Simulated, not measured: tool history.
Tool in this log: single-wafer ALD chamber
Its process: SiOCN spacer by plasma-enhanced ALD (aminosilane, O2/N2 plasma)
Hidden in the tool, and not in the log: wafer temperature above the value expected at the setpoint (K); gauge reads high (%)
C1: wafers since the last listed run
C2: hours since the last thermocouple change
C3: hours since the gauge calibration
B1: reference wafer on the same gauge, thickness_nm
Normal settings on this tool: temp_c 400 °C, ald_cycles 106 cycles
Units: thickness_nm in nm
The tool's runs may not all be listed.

Run 1, day 0: usual settings but temp_c 388 °C; C1 0; C2 916; C3 40.9; B1 7.432. Result: thickness_nm 6.222 nm.
Run 2, day 0.633: usual settings but temp_c 408 °C; C1 37; C2 931.2; C3 56.1; B1 7.438. Result: thickness_nm 6.057 nm.
Run 3, day 1.221: usual settings but temp_c 408 °C; C1 34; C2 945.3; C3 70.2; B1 7.432. Result: thickness_nm 6.028 nm.
Run 4, day 1.95: usual settings; C1 43; C2 962.8; C3 87.7; B1 7.429. Result: thickness_nm 6.185 nm.
Run 5, day 2.296: usual settings; C1 20; C2 971.1; C3 96; B1 7.428. Result: thickness_nm 6.209 nm.
Run 6, day 2.733: usual settings but temp_c 409 °C, ald_cycles 117 cycles; C1 25; C2 981.6; C3 106.5; B1 7.429. Result: thickness_nm 6.673 nm.
Run 7, day 3.388: usual settings but temp_c 409 °C, ald_cycles 117 cycles; C1 38; C2 997.3; C3 122.2; B1 7.432. Result: thickness_nm 6.64 nm.
Run 8, day 4.05: usual settings but temp_c 409 °C, ald_cycles 117 cycles; C1 39; C2 1013.2; C3 138.1; B1 7.431. Result: thickness_nm 6.653 nm.
Run 9, day 4.367: usual settings; C1 18; C2 1020.8; C3 145.7; B1 7.433. Result: thickness_nm 6.22 nm.
Run 10, day 4.796: usual settings; C1 25; C2 1031.1; C3 156; B1 7.425. Result: thickness_nm 6.221 nm.
Run 11, day 5.242: usual settings; C1 26; C2 1041.8; C3 166.7; B1 7.429. Result: thickness_nm 6.213 nm.
Run 12, day 5.542: usual settings; C1 17; C2 1049; C3 173.9; B1 7.428. Result: thickness_nm 6.227 nm.
Run 13, day 5.929: usual settings but temp_c 395 °C, ald_cycles 121 cycles; C1 22; C2 1058.3; C3 183.2; B1 7.427. Result: thickness_nm 7.09 nm.
At day 6.158: gauge calibrated.
Run 14, day 6.367: usual settings but ald_cycles 116 cycles; C1 25; C2 1068.8; C3 5; B1 7.426. Result: thickness_nm 6.829 nm.
Run 15, day 7.012: usual settings but temp_c 407 °C; C1 38; C2 1084.3; C3 20.5; B1 7.428. Result: thickness_nm 6.044 nm.
Run 16, day 7.325: usual settings; C1 18; C2 1091.8; C3 28; B1 7.427. Result: thickness_nm 6.216 nm.
Run 17, day 7.971: usual settings but temp_c 409 °C; C1 38; C2 1107.3; C3 43.5; B1 7.429. Result: thickness_nm 6 nm.
At day 8.646: thermocouple changed; heater temperature recalibrated.
Run 18, day 8.667: usual settings but temp_c 387 °C, ald_cycles 124 cycles; C1 21; C2 0.5; C3 60.2; B1 7.434. Result: thickness_nm 7.224 nm.
Run 19, day 9.967: usual settings but temp_c 391 °C, ald_cycles 90 cycles; C1 76; C2 31.7; C3 91.4; B1 7.429. Result: thickness_nm 5.278 nm.
Run 20, day 10.546: usual settings but temp_c 409 °C, ald_cycles 112 cycles; C1 34; C2 45.6; C3 105.3; B1 7.437. Result: thickness_nm 6.389 nm.
Run 21, day 11.071: usual settings but temp_c 388 °C; C1 31; C2 58.2; C3 117.9; B1 7.429. Result: thickness_nm 6.231 nm.
Run 22, day 11.725: usual settings but temp_c 411 °C, ald_cycles 94 cycles; C1 38; C2 73.9; C3 133.6; B1 7.433. Result: thickness_nm 5.298 nm.
Run 23, day 12.3: usual settings but temp_c 407 °C, ald_cycles 90 cycles; C1 33; C2 87.7; C3 147.4; B1 7.428. Result: thickness_nm 5.13 nm.

Consider 3 possible next runs. They are alternatives, not a sequence: every one starts from the tool as it was left by run 23. What does each give?
Run A, day 12.325: usual settings; C1 1; C2 88.3; C3 148; B1 ?. Result: thickness_nm ?.
Run B, day 12.325: usual settings but temp_c 387 °C, ald_cycles 91 cycles; C1 1; C2 88.3; C3 148; B1 ?. Result: thickness_nm ?.
Run C, day 12.325: usual settings but temp_c 385 °C, ald_cycles 127 cycles; C1 1; C2 88.3; C3 148; B1 ?. Result: thickness_nm ?.

run     B1  thickness_nm
  A  7.436         6.225
  B  7.436         5.344
  C  7.436         7.459
With no hidden state in the tool, these same runs would have given:
run  thickness_nm
  A         6.225
  B         5.344
  C         7.459

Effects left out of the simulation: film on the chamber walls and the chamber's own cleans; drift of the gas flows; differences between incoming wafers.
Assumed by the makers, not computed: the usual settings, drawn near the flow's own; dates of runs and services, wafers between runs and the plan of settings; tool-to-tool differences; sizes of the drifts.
